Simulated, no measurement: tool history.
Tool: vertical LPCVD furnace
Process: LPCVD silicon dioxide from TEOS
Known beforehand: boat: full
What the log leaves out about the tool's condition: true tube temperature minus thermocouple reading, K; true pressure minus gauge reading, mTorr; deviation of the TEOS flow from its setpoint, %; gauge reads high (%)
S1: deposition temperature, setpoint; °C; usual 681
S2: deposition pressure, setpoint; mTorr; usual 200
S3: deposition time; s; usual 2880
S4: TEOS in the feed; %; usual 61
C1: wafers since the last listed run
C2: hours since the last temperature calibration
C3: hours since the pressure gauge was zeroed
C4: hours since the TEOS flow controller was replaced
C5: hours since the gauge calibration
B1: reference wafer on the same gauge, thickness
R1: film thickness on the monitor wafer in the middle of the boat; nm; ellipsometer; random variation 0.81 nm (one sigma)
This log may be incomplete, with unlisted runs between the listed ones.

| run | hour | S1 | S2 | S3 | S4 | C1 | C2 | C3 | C4 | C5 | B1 | R1 |
|---|---|---|---|---|---|---|---|---|---|---|---|---|
| 1 | 0.0 | 681 | 200 | 3240 | 61 | 0 | 2924.8 | 2972.8 | 1589.8 | 617.4 | 171.85 | 184.48 |
| 2 | 50.4 | 681 | 200 | 2880 | 61 | 987 | 2975.2 | 3023.2 | 1640.2 | 667.8 | 172.03 | 164.22 |
| 3 | 128.8 | 681 | 220 | 2880 | 61 | 1536 | 3053.6 | 3101.6 | 1718.6 | 746.2 | 172.03 | 172.24 |
| 4 | 235.8 | 681 | 220 | 2880 | 61 | 2096 | 3160.6 | 3208.6 | 1825.6 | 853.2 | 172.12 | 172.84 |
| 5 | 282.7 | 681 | 200 | 2880 | 61 | 919 | 3207.5 | 3255.5 | 1872.5 | 900.1 | 172.07 | 165.39 |
| 6 | 338.9 | 681 | 200 | 2880 | 61 | 1101 | 3263.7 | 3311.7 | 1928.7 | 956.3 | 171.93 | 165.82 |
|  | 401.4 | pressure gauge zeroed |
| 7 | 402.4 | 681 | 200 | 2880 | 61 | 774 | 3327.2 | 1.0 | 1992.2 | 1019.8 | 171.84 | 164.35 |
|  | 441.9 | gauge calibrated |
| 8 | 449.7 | 681 | 200 | 3300 | 51 | 926 | 3374.5 | 48.3 | 2039.5 | 7.8 | 171.95 | 174.09 |
| 9 | 555.3 | 681 | 200 | 2880 | 61 | 2069 | 3480.1 | 153.9 | 2145.1 | 113.4 | 172.12 | 165.41 |
|  | 602.6 | thermocouples replaced and temperature profile calibrated |
| 10 | 633.9 | 681 | 240 | 2490 | 72 | 1070 | 31.3 | 232.5 | 2223.7 | 192.0 | 172.14 | 178.70 |
|  | 724.4 | TEOS flow controller replaced |
|  | 725.9 | thermocouples replaced and temperature profile calibrated, repeated, since the last time left the tool worse |
| 11 | 732.2 | 681 | 175 | 1980 | 61 | 1427 | 6.3 | 330.8 | 7.8 | 290.3 | 171.80 | 99.12 |
| 12 | 769.6 | 681 | 200 | 3690 | 61 | 732 | 43.7 | 368.2 | 45.2 | 327.7 | 172.13 | 197.28 |
| 13 | 811.9 | 681 | 200 | 2880 | 61 | 828 | 86.0 | 410.5 | 87.5 | 370.0 | 172.04 | 154.71 |
| 14 | 874.4 | 688 | 235 | 4020 | 66 | 1224 | 148.5 | 473.0 | 150.0 | 432.5 | 171.86 | 288.19 |
| 15 | 918.6 | 681 | 175 | 2880 | 73 | 866 | 192.7 | 517.2 | 194.2 | 476.7 | 172.05 | 159.61 |

For some of the steps in R1 from one run to the next: how much would appear even if the tool had no hidden state, given the settings, what came in and random variation, and how much remains for the hidden state plus any gauge scatter that the measured result and the result without hidden state don't share?
Run 10 -> 11: S2 240 -> 175, S3 2490 -> 1980, S4 72 -> 61, TEOS flow controller replaced, thermocouples replaced and temperature profile calibrated, repeated, since the last time left the tool worse. R1 -79.58 nm: hidden state -20.58, all else -59.00.
Run 13 -> 14: S1 681 -> 688, S2 200 -> 235, S3 2880 -> 4020, S4 61 -> 66. R1 +133.48 nm: hidden state +0.78, all else +132.70.

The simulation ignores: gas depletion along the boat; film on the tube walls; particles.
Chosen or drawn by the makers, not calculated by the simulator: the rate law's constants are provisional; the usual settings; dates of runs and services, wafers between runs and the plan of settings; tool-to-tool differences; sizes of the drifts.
